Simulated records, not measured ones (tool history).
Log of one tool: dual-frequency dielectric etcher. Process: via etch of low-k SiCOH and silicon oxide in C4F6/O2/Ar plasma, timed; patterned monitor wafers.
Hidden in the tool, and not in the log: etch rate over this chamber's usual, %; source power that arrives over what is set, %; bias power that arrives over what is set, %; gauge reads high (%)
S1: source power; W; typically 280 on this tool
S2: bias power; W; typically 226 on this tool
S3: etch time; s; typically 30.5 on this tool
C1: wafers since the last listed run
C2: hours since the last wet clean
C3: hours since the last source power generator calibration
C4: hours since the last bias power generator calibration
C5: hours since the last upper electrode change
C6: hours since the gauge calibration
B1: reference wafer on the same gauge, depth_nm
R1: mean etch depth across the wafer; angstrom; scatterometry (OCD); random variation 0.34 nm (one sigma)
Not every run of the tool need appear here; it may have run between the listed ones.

Run 1, day 0.000: usual settings but S2 262 W; C1 0; C2 422.9; C3 2012.2; C4 1850.0; C5 2264.9; C6 1174.9; B1 86.0. Result: R1 773 angstrom.
Run 2, day 1.412: usual settings but S2 262 W; C1 514; C2 456.8; C3 2046.1; C4 1883.9; C5 2298.8; C6 1208.8; B1 86.0. Result: R1 773 angstrom.
At day 3.725: wet clean of the chamber.
Run 3, day 3.746: usual settings; C1 485; C2 0.5; C3 2102.1; C4 1939.9; C5 2354.8; C6 1264.8; B1 86.0. Result: R1 720 angstrom.
Run 4, day 4.600: usual settings; C1 311; C2 21.0; C3 2122.6; C4 1960.4; C5 2375.3; C6 1285.3; B1 86.0. Result: R1 725 angstrom.
Run 5, day 6.354: usual settings; C1 639; C2 63.1; C3 2164.7; C4 2002.5; C5 2417.4; C6 1327.4; B1 86.0. Result: R1 721 angstrom.
Run 6, day 7.721: usual settings; C1 497; C2 95.9; C3 2197.5; C4 2035.3; C5 2450.2; C6 1360.2; B1 86.0. Result: R1 724 angstrom.
Run 7, day 14.988: usual settings but S3 33.0 s; C1 2647; C2 270.3; C3 2371.9; C4 2209.7; C5 2624.6; C6 1534.6; B1 85.9. Result: R1 775 angstrom.
Run 8, day 16.312: usual settings but S3 33.0 s; C1 482; C2 302.1; C3 2403.7; C4 2241.5; C5 2656.4; C6 1566.4; B1 86.0. Result: R1 773 angstrom.
Run 9, day 18.875: usual settings but S3 33.0 s; C1 933; C2 363.6; C3 2465.2; C4 2303.0; C5 2717.9; C6 1627.9; B1 86.1. Result: R1 779 angstrom.
Run 10, day 21.250: usual settings but S2 238 W, S3 33.5 s; C1 865; C2 420.6; C3 2522.2; C4 2360.0; C5 2774.9; C6 1684.9; B1 86.0. Result: R1 805 angstrom.
At day 23.479: gauge calibrated.
At day 23.592: wet clean of the chamber.
Run 11, day 23.612: usual settings but S2 238 W, S3 33.5 s; C1 496; C2 0.5; C3 2578.9; C4 2416.7; C5 2831.6; C6 3.2; B1 85.9. Result: R1 807 angstrom.
Run 12, day 26.058: usual settings but S2 238 W, S3 33.5 s; C1 891; C2 59.2; C3 2637.6; C4 2475.4; C5 2890.3; C6 61.9; B1 86.0. Result: R1 811 angstrom.
Run 13, day 28.883: usual settings; C1 1029; C2 127.0; C3 2705.4; C4 2543.2; C5 2958.1; C6 129.7; B1 86.1. Result: R1 710 angstrom.
At day 35.425: upper electrode replaced.
Run 14, day 35.446: usual settings but S1 300 W, S2 267 W; C1 2026; C2 284.5; C3 2862.9; C4 2700.7; C5 0.5; C6 287.2; B1 86.0. Result: R1 801 angstrom.
Run 15, day 36.825: usual settings but S1 250 W, S2 241 W; C1 502; C2 317.6; C3 2896.0; C4 2733.8; C5 33.6; C6 320.3; B1 86.0. Result: R1 682 angstrom.
Run 16, day 38.012: usual settings; C1 432; C2 346.1; C3 2924.5; C4 2762.3; C5 62.1; C6 348.8; B1 86.0. Result: R1 711 angstrom.
Run 17, day 40.400: usual settings; C1 869; C2 403.4; C3 2981.8; C4 2819.6; C5 119.4; C6 406.1; B1 85.9. Result: R1 714 angstrom.
Run 18, day 43.096: usual settings; C1 982; C2 468.1; C3 3046.5; C4 2884.3; C5 184.1; C6 470.8; B1 86.2. Result: R1 715 angstrom.
At day 44.312: source power generator calibrated.
At day 44.992: wet clean of the chamber.
Run 19, day 45.662: usual settings but S1 240 W, S2 205 W, S3 28.0 s; C1 626; C2 16.1; C3 32.4; C4 2945.9; C5 245.7; C6 532.4; B1 86.0. Result: R1 561 angstrom.
Run 20, day 47.638: usual settings but S1 230 W, S2 187 W, S3 21.5 s; C1 719; C2 63.5; C3 79.8; C4 2993.3; C5 293.1; C6 579.8; B1 86.0. Result: R1 399 angstrom.
Run 21, day 50.479: usual settings but S1 310 W, S2 192 W, S3 36.5 s; C1 1035; C2 131.7; C3 148.0; C4 3061.5; C5 361.3; C6 648.0; B1 86.1. Result: R1 831 angstrom.
Run 22, day 51.975: usual settings; C1 544; C2 167.6; C3 183.9; C4 3097.4; C5 397.2; C6 683.9; B1 85.9. Result: R1 693 angstrom.
At day 56.404: source power generator calibrated, repeated, since the last time left the tool worse.
At day 56.867: bias power generator calibrated.
Run 23, day 58.746: usual settings but S1 330 W, S2 244 W; C1 2345; C2 330.1; C3 56.2; C4 45.1; C5 559.7; C6 846.4; B1 85.9. Result: R1 828 angstrom.
Run 24, day 61.642: usual settings but S1 320 W, S2 184 W, S3 33.5 s; C1 1054; C2 399.6; C3 125.7; C4 114.6; C5 629.2; C6 915.9; B1 86.1. Result: R1 793 angstrom.
At day 65.871: wet clean of the chamber.
Run 25, day 69.429: usual settings; C1 2472; C2 85.4; C3 312.6; C4 301.5; C5 816.1; C6 1102.8; B1 86.0. Result: R1 725 angstrom.

Predict the results of run 26:
Run 26, day 70.925: usual settings; C1 544; C2 121.3; C3 348.5; C4 337.4; C5 852.0; C6 1138.7; B1 ?. Result: R1 ?.

{"run 26": {"B1": 86.0, "R1": 727}}
With no hidden state in the tool, this same run would have given R1 730 angstrom.
